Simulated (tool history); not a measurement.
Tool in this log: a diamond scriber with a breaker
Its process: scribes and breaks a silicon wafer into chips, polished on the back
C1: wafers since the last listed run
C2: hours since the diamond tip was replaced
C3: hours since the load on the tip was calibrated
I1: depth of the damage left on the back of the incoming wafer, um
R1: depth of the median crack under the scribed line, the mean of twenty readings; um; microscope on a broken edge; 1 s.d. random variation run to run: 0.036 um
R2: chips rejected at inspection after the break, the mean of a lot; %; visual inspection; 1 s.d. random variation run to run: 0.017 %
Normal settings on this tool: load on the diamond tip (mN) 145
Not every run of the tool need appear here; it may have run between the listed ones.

Run 1, hour 0: usual settings; C1 0; C2 133.6; C3 1737.3; I1 0.05. Result: R1 8.24 um, R2 10.35 %.
Run 2, hour 9.3: usual settings; C1 17; C2 142.9; C3 1746.6; I1 0.02. Result: R1 8.17 um, R2 10.33 %.
Run 3, hour 24.9: usual settings; C1 29; C2 158.5; C3 1762.2; I1 0.04. Result: R1 8.16 um, R2 10.69 %.
Run 4, hour 40.3: usual settings but load on the diamond tip (mN) 116; C1 28; C2 173.9; C3 1777.6; I1 0.04. Result: R1 6.57 um, R2 42.5 %.
Run 5, hour 55.8: usual settings but load on the diamond tip (mN) 116; C1 28; C2 189.4; C3 1793.1; I1 0.04. Result: R1 6.6 um, R2 44.61 %.
Run 6, hour 71: usual settings but load on the diamond tip (mN) 133; C1 28; C2 204.6; C3 1808.3; I1 0.01. Result: R1 7.48 um, R2 22.97 %.
Run 7, hour 81.7: usual settings but load on the diamond tip (mN) 133; C1 19; C2 215.3; C3 1819; I1 0.03. Result: R1 7.45 um, R2 25.44 %.
At hour 89.7: diamond tip replaced by a new one.
Run 8, hour 96.4: usual settings but load on the diamond tip (mN) 133; C1 23; C2 6.7; C3 1833.7; I1 0.02. Result: R1 7.7 um, R2 18.59 %.
Run 9, hour 110.8: usual settings; C1 26; C2 21.1; C3 1848.1; I1 0.05. Result: R1 8.27 um, R2 9.77 %.
Run 10, hour 122: usual settings but load on the diamond tip (mN) 174; C1 20; C2 32.3; C3 1859.3; I1 0.04. Result: R1 9.71 um, R2 0.51 %.
Run 11, hour 145.6: usual settings but load on the diamond tip (mN) 173; C1 43; C2 55.9; C3 1882.9; I1 0.04. Result: R1 9.66 um, R2 0.53 %.
Run 12, hour 158.5: usual settings but load on the diamond tip (mN) 102; C1 24; C2 68.8; C3 1895.8; I1 0.04. Result: R1 5.88 um, R2 62.97 %.
At hour 171.4: load on the tip recalibrated.
Run 13, hour 171.9: usual settings but load on the diamond tip (mN) 129; C1 21; C2 82.2; C3 0.5; I1 0.02. Result: R1 8.82 um, R2 3.89 %.
Run 14, hour 177.5: usual settings but load on the diamond tip (mN) 183; C1 10; C2 87.8; C3 6.1; I1 0.02. Result: R1 12.09 um, R2 17.08 %.
Run 15, hour 194: usual settings but load on the diamond tip (mN) 105; C1 30; C2 104.3; C3 22.6; I1 0.02. Result: R1 7.16 um, R2 32.71 %.
Run 16, hour 204.9: usual settings; C1 20; C2 115.2; C3 33.5; I1 0.03. Result: R1 9.66 um, R2 0.48 %.
Run 17, hour 221.1: usual settings but load on the diamond tip (mN) 122; C1 30; C2 131.4; C3 49.7; I1 0.03. Result: R1 8.21 um, R2 10.67 %.

What does the tool deliver on the next run?
Run 18, hour 230.2: usual settings; C1 16; C2 140.5; C3 58.8; I1 0.01. Result: R1 ?, R2 ?.

Run 18 yielded R1 9.61 um, R2 0.56 %.
Were there no unlogged condition in the tool, this run, its random variation unchanged, would have produced R1 9.71 um, R2 0.52 %.

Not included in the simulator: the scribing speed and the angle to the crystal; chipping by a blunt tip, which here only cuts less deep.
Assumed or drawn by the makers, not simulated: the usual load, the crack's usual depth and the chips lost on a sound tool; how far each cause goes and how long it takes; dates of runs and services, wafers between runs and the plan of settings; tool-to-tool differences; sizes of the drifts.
